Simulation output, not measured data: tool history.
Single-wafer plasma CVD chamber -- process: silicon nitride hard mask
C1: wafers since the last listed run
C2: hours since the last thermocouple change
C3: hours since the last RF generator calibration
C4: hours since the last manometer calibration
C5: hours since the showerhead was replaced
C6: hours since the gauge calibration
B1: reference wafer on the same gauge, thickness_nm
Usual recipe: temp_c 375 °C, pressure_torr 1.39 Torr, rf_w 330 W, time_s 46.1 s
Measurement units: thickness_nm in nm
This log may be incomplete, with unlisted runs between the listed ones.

{"run": 1, "hour": 0.0, "temp_c": 384, "pressure_torr": 1.39, "rf_w": 330, "time_s": 46.1, "C1": 0, "C2": 2693.4, "C3": 1104.7, "C4": 1052.5, "C5": 6333.9, "C6": 267.1, "B1": 48.251, "thickness_nm": 56.057}
{"run": 2, "hour": 17.7, "temp_c": 384, "pressure_torr": 1.39, "rf_w": 330, "time_s": 46.1, "C1": 351, "C2": 2711.1, "C3": 1122.4, "C4": 1070.2, "C5": 6351.6, "C6": 284.8, "B1": 48.311, "thickness_nm": 56.103}
{"run": 3, "hour": 28.7, "temp_c": 384, "pressure_torr": 1.39, "rf_w": 330, "time_s": 46.1, "C1": 218, "C2": 2722.1, "C3": 1133.4, "C4": 1081.2, "C5": 6362.6, "C6": 295.8, "B1": 48.23, "thickness_nm": 56.098}
{"run": 4, "hour": 39.2, "temp_c": 375, "pressure_torr": 1.39, "rf_w": 330, "time_s": 46.1, "C1": 208, "C2": 2732.6, "C3": 1143.9, "C4": 1091.7, "C5": 6373.1, "C6": 306.3, "B1": 48.302, "thickness_nm": 56.243}
{"run": 5, "hour": 50.5, "temp_c": 375, "pressure_torr": 1.39, "rf_w": 330, "time_s": 46.1, "C1": 224, "C2": 2743.9, "C3": 1155.2, "C4": 1103, "C5": 6384.4, "C6": 317.6, "B1": 48.318, "thickness_nm": 56.536}
{"run": 6, "hour": 56.8, "temp_c": 375, "pressure_torr": 1.39, "rf_w": 330, "time_s": 46.1, "C1": 125, "C2": 2750.2, "C3": 1161.5, "C4": 1109.3, "C5": 6390.7, "C6": 323.9, "B1": 48.375, "thickness_nm": 56.74}
{"run": 7, "hour": 68.7, "temp_c": 375, "pressure_torr": 1.39, "rf_w": 330, "time_s": 46.1, "C1": 236, "C2": 2762.1, "C3": 1173.4, "C4": 1121.2, "C5": 6402.6, "C6": 335.8, "B1": 48.3, "thickness_nm": 56.416}
{"run": 8, "hour": 74.7, "temp_c": 375, "pressure_torr": 1.39, "rf_w": 330, "time_s": 46.1, "C1": 119, "C2": 2768.1, "C3": 1179.4, "C4": 1127.2, "C5": 6408.6, "C6": 341.8, "B1": 48.206, "thickness_nm": 56.486}
{"hour": 84.7, "done": "thermocouple changed; heater temperature recalibrated"}
{"run": 9, "hour": 86.8, "temp_c": 375, "pressure_torr": 1.57, "rf_w": 330, "time_s": 51.1, "C1": 81, "C2": 2.1, "C3": 1191.5, "C4": 1139.3, "C5": 6420.7, "C6": 353.9, "B1": 48.294, "thickness_nm": 65.476}
{"run": 10, "hour": 100.1, "temp_c": 375, "pressure_torr": 1.67, "rf_w": 330, "time_s": 43, "C1": 263, "C2": 15.4, "C3": 1204.8, "C4": 1152.6, "C5": 6434, "C6": 367.2, "B1": 48.356, "thickness_nm": 55.961}
{"run": 11, "hour": 109.5, "temp_c": 379, "pressure_torr": 1.57, "rf_w": 330, "time_s": 46.1, "C1": 186, "C2": 24.8, "C3": 1214.2, "C4": 1162, "C5": 6443.4, "C6": 376.6, "B1": 48.358, "thickness_nm": 58.588}
{"run": 12, "hour": 124.3, "temp_c": 375, "pressure_torr": 1.05, "rf_w": 330, "time_s": 43.3, "C1": 293, "C2": 39.6, "C3": 1229, "C4": 1176.8, "C5": 6458.2, "C6": 391.4, "B1": 48.256, "thickness_nm": 47.391}
{"hour": 132.4, "done": "showerhead replaced"}
{"run": 13, "hour": 138.4, "temp_c": 375, "pressure_torr": 1.39, "rf_w": 330, "time_s": 46.1, "C1": 120, "C2": 53.7, "C3": 1243.1, "C4": 1190.9, "C5": 6, "C6": 405.5, "B1": 48.337, "thickness_nm": 56.589}
{"hour": 146.4, "done": "RF generator calibrated"}
{"run": 14, "hour": 148.1, "temp_c": 375, "pressure_torr": 1.39, "rf_w": 330, "time_s": 50.2, "C1": 34, "C2": 63.4, "C3": 1.7, "C4": 1200.6, "C5": 15.7, "C6": 415.2, "B1": 48.353, "thickness_nm": 61.577}
{"run": 15, "hour": 154.6, "temp_c": 381, "pressure_torr": 1.54, "rf_w": 280, "time_s": 51.4, "C1": 129, "C2": 69.9, "C3": 8.2, "C4": 1207.1, "C5": 22.2, "C6": 421.7, "B1": 48.308, "thickness_nm": 58.111}
{"run": 16, "hour": 163.7, "temp_c": 388, "pressure_torr": 1.09, "rf_w": 330, "time_s": 46.1, "C1": 180, "C2": 79, "C3": 17.3, "C4": 1216.2, "C5": 31.3, "C6": 430.8, "B1": 48.293, "thickness_nm": 50.867}
{"run": 17, "hour": 174.1, "temp_c": 379, "pressure_torr": 1.39, "rf_w": 330, "time_s": 46.1, "C1": 206, "C2": 89.4, "C3": 27.7, "C4": 1226.6, "C5": 41.7, "C6": 441.2, "B1": 48.286, "thickness_nm": 56.458}
{"run": 18, "hour": 182.6, "temp_c": 379, "pressure_torr": 1.39, "rf_w": 330, "time_s": 46.1, "C1": 168, "C2": 97.9, "C3": 36.2, "C4": 1235.1, "C5": 50.2, "C6": 449.7, "B1": 48.283, "thickness_nm": 56.28}
{"run": 19, "hour": 198.2, "temp_c": 370, "pressure_torr": 1.28, "rf_w": 330, "time_s": 46.1, "C1": 309, "C2": 113.5, "C3": 51.8, "C4": 1250.7, "C5": 65.8, "C6": 465.3, "B1": 48.274, "thickness_nm": 54.804}
{"hour": 198.4, "done": "gauge calibrated"}
{"hour": 207.3, "done": "capacitance manometer re-zeroed and calibrated"}
{"run": 20, "hour": 211.1, "temp_c": 375, "pressure_torr": 1.39, "rf_w": 330, "time_s": 46.1, "C1": 97, "C2": 126.4, "C3": 64.7, "C4": 3.8, "C5": 78.7, "C6": 12.7, "B1": 48.277, "thickness_nm": 56.156}
{"run": 21, "hour": 222.9, "temp_c": 388, "pressure_torr": 1.18, "rf_w": 330, "time_s": 37.6, "C1": 234, "C2": 138.2, "C3": 76.5, "C4": 15.6, "C5": 90.5, "C6": 24.5, "B1": 48.272, "thickness_nm": 42.937}

Estimate the outcome of run 22 from the log above:
{"run": 22, "hour": 233.6, "temp_c": 375, "pressure_torr": 1.3, "rf_w": 330, "time_s": 41.4, "C1": 212, "C2": 148.9, "C3": 87.2, "C4": 26.3, "C5": 101.2, "C6": 35.2, "B1": "?", "thickness_nm": "?"}

For run 22 the tool returned B1 48.349, thickness_nm 49.455 nm.
Take away the tool's hidden state, keep the run-to-run variation as it was, and the same run would have given thickness_nm 49.455 nm.

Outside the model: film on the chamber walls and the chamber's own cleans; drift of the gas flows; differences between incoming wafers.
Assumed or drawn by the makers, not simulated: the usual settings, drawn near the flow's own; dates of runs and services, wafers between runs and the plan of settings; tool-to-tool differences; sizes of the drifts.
